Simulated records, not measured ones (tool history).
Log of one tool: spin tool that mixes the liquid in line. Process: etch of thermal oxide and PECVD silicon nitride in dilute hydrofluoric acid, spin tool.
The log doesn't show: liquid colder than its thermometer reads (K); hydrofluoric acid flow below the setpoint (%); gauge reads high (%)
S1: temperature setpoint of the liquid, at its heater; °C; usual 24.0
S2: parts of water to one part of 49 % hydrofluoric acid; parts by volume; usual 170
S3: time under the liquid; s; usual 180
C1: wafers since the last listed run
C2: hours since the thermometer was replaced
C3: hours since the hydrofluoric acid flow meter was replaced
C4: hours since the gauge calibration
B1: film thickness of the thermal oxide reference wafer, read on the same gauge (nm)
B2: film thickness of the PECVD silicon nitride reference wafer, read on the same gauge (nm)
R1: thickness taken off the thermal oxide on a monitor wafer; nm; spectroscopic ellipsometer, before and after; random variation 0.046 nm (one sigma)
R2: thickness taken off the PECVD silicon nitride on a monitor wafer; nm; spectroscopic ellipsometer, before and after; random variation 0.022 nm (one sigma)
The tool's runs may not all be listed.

| run | hour | S1 | S2 | S3 | C1 | C2 | C3 | C4 | B1 | B2 | R1 | R2 |
|---|---|---|---|---|---|---|---|---|---|---|---|---|
| 1 | 0.0 | 24.0 | 225 | 180 | 0 | 1913.9 | 346.9 | 27.2 | 80.022 | 149.967 | 3.045 | 2.381 |
| 2 | 48.9 | 29.0 | 105 | 210 | 203 | 1962.8 | 395.8 | 76.1 | 80.000 | 150.034 | 10.561 | 8.069 |
| 3 | 84.0 | 24.0 | 140 | 90 | 146 | 1997.9 | 430.9 | 111.2 | 80.008 | 149.984 | 2.612 | 1.861 |
| 4 | 130.9 | 20.5 | 125 | 260 | 195 | 2044.8 | 477.8 | 158.1 | 80.005 | 150.045 | 7.656 | 4.821 |
| 5 | 205.0 | 19.5 | 110 | 85 | 308 | 2118.9 | 551.9 | 232.2 | 80.020 | 149.981 | 2.747 | 1.622 |
| 6 | 314.9 | 27.0 | 170 | 110 | 458 | 2228.8 | 661.8 | 342.1 | 80.005 | 150.003 | 2.864 | 2.243 |
| 7 | 353.8 | 24.0 | 200 | 255 | 162 | 2267.7 | 700.7 | 381.0 | 79.993 | 149.994 | 4.888 | 3.677 |
| 8 | 410.1 | 20.5 | 110 | 180 | 234 | 2324.0 | 757.0 | 437.3 | 80.020 | 150.028 | 5.839 | 3.637 |
| 9 | 465.8 | 24.0 | 140 | 230 | 232 | 2379.7 | 812.7 | 493.0 | 79.987 | 149.964 | 6.679 | 4.614 |
| 10 | 505.7 | 20.0 | 105 | 130 | 166 | 2419.6 | 852.6 | 532.9 | 80.011 | 149.988 | 4.409 | 2.646 |
| 11 | 554.1 | 26.0 | 220 | 75 | 201 | 2468.0 | 901.0 | 581.3 | 80.007 | 150.008 | 1.346 | 1.086 |
| 12 | 580.9 | 24.0 | 170 | 180 | 111 | 2494.8 | 927.8 | 608.1 | 79.992 | 150.036 | 4.061 | 2.971 |
|  | 613.8 | thermometer replaced |
| 13 | 644.4 | 24.0 | 170 | 245 | 260 | 30.6 | 991.3 | 671.6 | 80.014 | 150.046 | 5.892 | 4.509 |
| 14 | 675.1 | 28.5 | 245 | 290 | 127 | 61.3 | 1022.0 | 702.3 | 80.013 | 149.945 | 5.273 | 4.842 |
| 15 | 752.6 | 24.0 | 170 | 180 | 323 | 138.8 | 1099.5 | 779.8 | 80.010 | 150.053 | 4.272 | 3.229 |
| 16 | 807.5 | 22.0 | 220 | 110 | 228 | 193.7 | 1154.4 | 834.7 | 80.004 | 150.018 | 1.764 | 1.360 |
| 17 | 853.8 | 21.0 | 170 | 180 | 192 | 240.0 | 1200.7 | 881.0 | 79.999 | 149.999 | 3.805 | 2.682 |
| 18 | 922.1 | 26.0 | 205 | 180 | 284 | 308.3 | 1269.0 | 949.3 | 79.979 | 150.005 | 3.649 | 3.031 |
| 19 | 979.7 | 25.5 | 245 | 85 | 240 | 365.9 | 1326.6 | 1006.9 | 80.014 | 149.975 | 1.320 | 1.161 |
| 20 | 1045.3 | 24.0 | 170 | 180 | 273 | 431.5 | 1392.2 | 1072.5 | 80.011 | 149.973 | 4.208 | 3.193 |
| 21 | 1094.7 | 24.0 | 200 | 180 | 205 | 480.9 | 1441.6 | 1121.9 | 79.993 | 149.983 | 3.465 | 2.745 |
| 22 | 1163.9 | 24.0 | 170 | 220 | 288 | 550.1 | 1510.8 | 1191.1 | 79.977 | 149.979 | 5.151 | 3.811 |
| 23 | 1225.4 | 21.5 | 245 | 145 | 256 | 611.6 | 1572.3 | 1252.6 | 80.007 | 149.992 | 1.953 | 1.504 |
| 24 | 1283.5 | 24.0 | 195 | 180 | 242 | 669.7 | 1630.4 | 1310.7 | 80.008 | 150.009 | 3.485 | 2.737 |
| 25 | 1333.2 | 24.0 | 170 | 180 | 207 | 719.4 | 1680.1 | 1360.4 | 80.019 | 150.022 | 4.122 | 3.126 |

How the hidden state differs across the entries between the runs, from the last listed run before each to the first after it:
Between runs 12 and 13: thermometer replaced (hour 613.8)
  liquid colder than its thermometer reads (K): 1.8 -> 0.045; hydrofluoric acid flow below the setpoint (%): 4.94 -> 5.24
  measured less the result without the state, R1: -0.557 -> -0.400 nm; R2: -0.536 -> -0.259 nm
